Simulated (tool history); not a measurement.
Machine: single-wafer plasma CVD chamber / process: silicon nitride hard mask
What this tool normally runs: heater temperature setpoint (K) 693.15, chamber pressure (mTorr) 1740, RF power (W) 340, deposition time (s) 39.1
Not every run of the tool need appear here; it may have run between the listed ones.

run,hour,heater temperature setpoint (K),chamber pressure (mTorr),RF power (W),deposition time (s),"read-back reference wafer on the same gauge, thickness_nm",mean film thickness on the monitor wafer (Å)
1,0,699.15,1740,340,39.1,50.567,489.01
2,55.4,699.15,1740,340,39.1,50.63,487.3
3,86.4,699.15,1740,340,39.1,50.581,487.17
4,139.1,693.15,1740,340,39.1,50.653,486.78
5,193,693.15,1740,340,39.1,50.6,488.59
6,220.1,693.15,1740,340,39.1,50.566,489.98
7,280.2,693.15,1740,340,39.1,50.578,487.62
8,341.8,693.15,1740,340,39.1,50.596,488
9,369.7,693.15,1740,340,39.1,50.584,486.73
10,427.7,693.15,1740,340,44.7,50.593,559.18
# hour 434: gauge calibrated
11,476.1,693.15,1740,340,44.7,50.632,557.59
# hour 531.8: showerhead replaced
12,542.6,693.15,1740,340,39.1,50.614,488.28
13,596.1,693.15,1990,340,39.1,50.571,508.58
14,651.8,681.15,1740,280,36.3,50.615,404.43
15,696.5,707.15,1340,325,44.3,50.639,488.11
# hour 759.4: thermocouple changed; heater temperature recalibrated
16,759.9,693.15,1740,340,39.1,50.636,487.98
17,784.9,693.15,1740,340,39.1,50.597,487.96
# hour 812.4: RF generator calibrated
18,815.7,687.15,1910,340,39.1,50.615,514.06

What will run 19 give?
# hour 871.5: capacitance manometer re-zeroed and calibrated
19,872,693.15,1740,340,39.1,?,?

Run 19 came out at read-back reference wafer on the same gauge, thickness_nm 50.616, mean film thickness on the monitor wafer (Å) 484.01.
If the tool had no hidden condition, the same run with the same run-to-run variation would have returned mean film thickness on the monitor wafer (Å) 486.5.

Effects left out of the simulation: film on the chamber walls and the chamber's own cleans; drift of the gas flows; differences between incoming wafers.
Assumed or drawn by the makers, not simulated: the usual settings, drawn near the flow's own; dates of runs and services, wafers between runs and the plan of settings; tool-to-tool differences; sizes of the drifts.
